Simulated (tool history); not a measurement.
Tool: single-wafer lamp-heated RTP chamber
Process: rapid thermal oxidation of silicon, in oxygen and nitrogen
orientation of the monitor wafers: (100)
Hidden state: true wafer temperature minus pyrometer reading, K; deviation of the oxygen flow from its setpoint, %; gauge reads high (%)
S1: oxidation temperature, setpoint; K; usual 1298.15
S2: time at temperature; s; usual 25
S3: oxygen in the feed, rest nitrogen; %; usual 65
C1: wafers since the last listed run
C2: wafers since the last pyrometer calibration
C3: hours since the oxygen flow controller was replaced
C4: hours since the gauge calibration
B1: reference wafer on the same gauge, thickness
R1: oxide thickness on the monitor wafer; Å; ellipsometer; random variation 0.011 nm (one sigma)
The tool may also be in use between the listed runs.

run 1 day=0 | S1=1298.15 S2=25 S3=89 | C1=0 C2=1735 C3=5305 C4=1019.8 | B1=3.37 | R1=44.82
run 2 day=2.058 | S1=1298.15 S2=25 S3=89 | C1=266 C2=2001 C3=5354.4 C4=1069.2 | B1=3.366 | R1=44.79
run 3 day=3.708 | S1=1298.15 S2=25 S3=89 | C1=213 C2=2215 C3=5394 C4=1108.8 | B1=3.368 | R1=45.09
run 4 day=7.104 | S1=1298.15 S2=25 S3=65 | C1=439 C2=2655 C3=5475.5 C4=1190.3 | B1=3.371 | R1=40.63
-- day=8.458 pyrometer window cleaned and pyrometer calibrated
run 5 day=8.746 | S1=1298.15 S2=25 S3=65 | C1=169 C2=37 C3=5514.9 C4=1229.7 | B1=3.373 | R1=40.06
run 6 day=19.267 | S1=1298.15 S2=25 S3=65 | C1=1363 C2=1400 C3=5767.4 C4=1482.2 | B1=3.368 | R1=40.25
run 7 day=27.275 | S1=1298.15 S2=25 S3=65 | C1=1037 C2=2437 C3=5959.6 C4=1674.4 | B1=3.373 | R1=40.72
run 8 day=30.342 | S1=1298.15 S2=25 S3=65 | C1=397 C2=2835 C3=6033.2 C4=1748 | B1=3.372 | R1=40.77
run 9 day=32.167 | S1=1298.15 S2=32 S3=65 | C1=236 C2=3071 C3=6077 C4=1791.8 | B1=3.372 | R1=45.01
-- day=34.446 pyrometer window cleaned and pyrometer calibrated
run 10 day=34.467 | S1=1298.15 S2=32 S3=65 | C1=254 C2=2 C3=6132.2 C4=1847 | B1=3.371 | R1=46.09
run 11 day=38.025 | S1=1298.15 S2=32 S3=65 | C1=461 C2=463 C3=6217.6 C4=1932.4 | B1=3.371 | R1=46.46
-- day=39.508 oxygen flow controller replaced
-- day=41.612 gauge calibrated
run 12 day=42.504 | S1=1298.15 S2=25 S3=55 | C1=537 C2=1000 C3=71.9 C4=21.4 | B1=3.37 | R1=39.95
run 13 day=44.117 | S1=1290.15 S2=25 S3=53 | C1=208 C2=1209 C3=110.6 C4=60.1 | B1=3.366 | R1=37.4
run 14 day=47.412 | S1=1284.15 S2=13 S3=92 | C1=427 C2=1636 C3=189.7 C4=139.2 | B1=3.369 | R1=33.48
run 15 day=49.117 | S1=1309.15 S2=25 S3=94 | C1=220 C2=1857 C3=230.6 C4=180.1 | B1=3.369 | R1=51.84
run 16 day=51.117 | S1=1298.15 S2=25 S3=65 | C1=259 C2=2116 C3=278.6 C4=228.1 | B1=3.367 | R1=42.42
run 17 day=53.904 | S1=1298.15 S2=33 S3=65 | C1=361 C2=2478 C3=345.5 C4=295 | B1=3.371 | R1=47.61
-- day=54.762 pyrometer window cleaned and pyrometer calibrated, repeated, since the last time left the tool worse
run 18 day=56.542 | S1=1284.15 S2=13 S3=92 | C1=298 C2=230 C3=408.8 C4=358.3 | B1=3.374 | R1=31.95
run 19 day=60.029 | S1=1298.15 S2=25 S3=65 | C1=451 C2=682 C3=492.5 C4=442 | B1=3.368 | R1=40.04
run 20 day=63.692 | S1=1298.15 S2=25 S3=65 | C1=474 C2=1156 C3=580.4 C4=529.9 | B1=3.37 | R1=40.14
run 21 day=67.058 | S1=1298.15 S2=22 S3=79 | C1=436 C2=1592 C3=661.2 C4=610.7 | B1=3.373 | R1=40.89
-- day=76.588 pyrometer window cleaned and pyrometer calibrated
run 22 day=76.838 | S1=1307.15 S2=30 S3=65 | C1=1223 C2=32 C3=895.9 C4=845.4 | B1=3.372 | R1=46.02
run 23 day=79.654 | S1=1298.15 S2=25 S3=65 | C1=364 C2=397 C3=963.5 C4=913 | B1=3.366 | R1=40.13
run 24 day=81.262 | S1=1298.15 S2=37 S3=76 | C1=208 C2=605 C3=1002.1 C4=951.6 | B1=3.371 | R1=49.76
run 25 day=84.55 | S1=1298.15 S2=20 S3=65 | C1=425 C2=1031 C3=1081 C4=1030.5 | B1=3.37 | R1=37.02

Forecast each of these 3 alternatives for the next run:
run A day=84.571 | S1=1298.15 S2=25 S3=93 | C1=2 C2=1034 C3=1081.5 C4=1031 | B1=? | R1=?
run B day=84.571 | S1=1298.15 S2=34 S3=49 | C1=2 C2=1034 C3=1081.5 C4=1031 | B1=? | R1=?
run C day=84.571 | S1=1320.15 S2=31 S3=78 | C1=2 C2=1034 C3=1081.5 C4=1031 | B1=? | R1=?

run=A B1=3.37 R1=45.44
run=B B1=3.37 R1=41.62
run=C B1=3.37 R1=54.38
Without the tool's hidden state the same runs would have given:
run=A R1=44.92
run=B R1=41.16
run=C R1=53.76
